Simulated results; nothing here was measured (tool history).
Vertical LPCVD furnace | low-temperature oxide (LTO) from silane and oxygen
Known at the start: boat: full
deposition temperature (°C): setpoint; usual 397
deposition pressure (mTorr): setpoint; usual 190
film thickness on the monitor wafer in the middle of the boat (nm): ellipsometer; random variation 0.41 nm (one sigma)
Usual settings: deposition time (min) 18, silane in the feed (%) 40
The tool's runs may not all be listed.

run,day,deposition temperature (°C),deposition pressure (mTorr),deposition time (min),silane in the feed (%),"read-back reference wafer on the same gauge, thickness",film thickness on the monitor wafer in the middle of the boat (nm)
1,0,388,210,18,40,168,154.14
2,8.671,388,210,18,40,168.03,154.96
3,10.833,388,210,18,40,168.01,154.19
4,12.288,397,190,18,40,167.97,155.3
5,13.979,397,190,18,40,168,154.7
6,16.742,397,190,18,40,167.97,154.41
7,18.308,397,190,18,35,167.97,130.91
8,19.558,397,190,18,35,167.99,131.17
9,20.817,397,190,18,35,167.95,131.54
10,22.121,397,190,18,40,167.88,155.31
11,24.612,397,190,18,40,168.04,155.29
12,29.183,397,190,18,43,167.99,169.38
13,30.679,397,190,18,40,168.02,155.12
14,32.1,397,190,18,40,167.94,155.97
15,33.217,397,190,18,35,168.02,130.9
# day 35.458: gauge calibrated
16,35.529,397,190,18,40,167.98,155.26
17,36.775,389,190,18,40,168.08,141.77
18,37.888,397,190,18,40,167.99,155.18
19,39.546,397,190,18,40,167.92,155.42
# day 44.429: pressure gauge zeroed
20,44.45,388,210,18,40,168.07,155.33
21,45.346,394,190,11,40,167.94,91.65
22,46.912,386,220,15,45,168.01,152.04
23,49.021,389,190,14.5,46,167.94,133.63
24,51.75,404,190,18,35,167.97,142.23
# day 53.625: silane flow controller replaced
25,54.017,393,150,18,34,167.98,95.22
# day 56.254: thermocouples replaced and temperature profile calibrated
26,56.275,387,215,23,47,167.95,231.3
27,57.125,397,190,18,40,168.01,150.14
28,60.088,397,190,13.5,43,168,123.04
29,68.483,393,190,18,44,168.06,161.61
30,70.208,397,190,18,32,168.12,112.7
31,73.133,397,190,24,36,168.07,177.7

Measured less the same run without the tool's hidden state. The same run-to-run variation is in both; the gauge's scatter may not be:
The hidden state here: true tube temperature minus thermocouple reading, K; true pressure minus gauge reading, mTorr; deviation of the silane flow from its setpoint, %; gauge reads high (%).
run,film thickness on the monitor wafer in the middle of the boat (nm)
1,+5.43
2,+5.77
3,+5.8
4,+5.69
5,+5.71
6,+5.76
7,+5.1
8,+5.13
9,+5.17
10,+5.9
11,+5.95
12,+6.43
13,+6.04
14,+6.09
15,+5.33
16,+6.11
17,+5.77
18,+6.14
19,+6.16
20,+6.43
21,+3.71
22,+6.13
23,+5.3
24,+5.8
25,+4.1
26,+0.99
27,+0.81
28,+1.04
29,+2.63
30,+2.14
31,+3.67
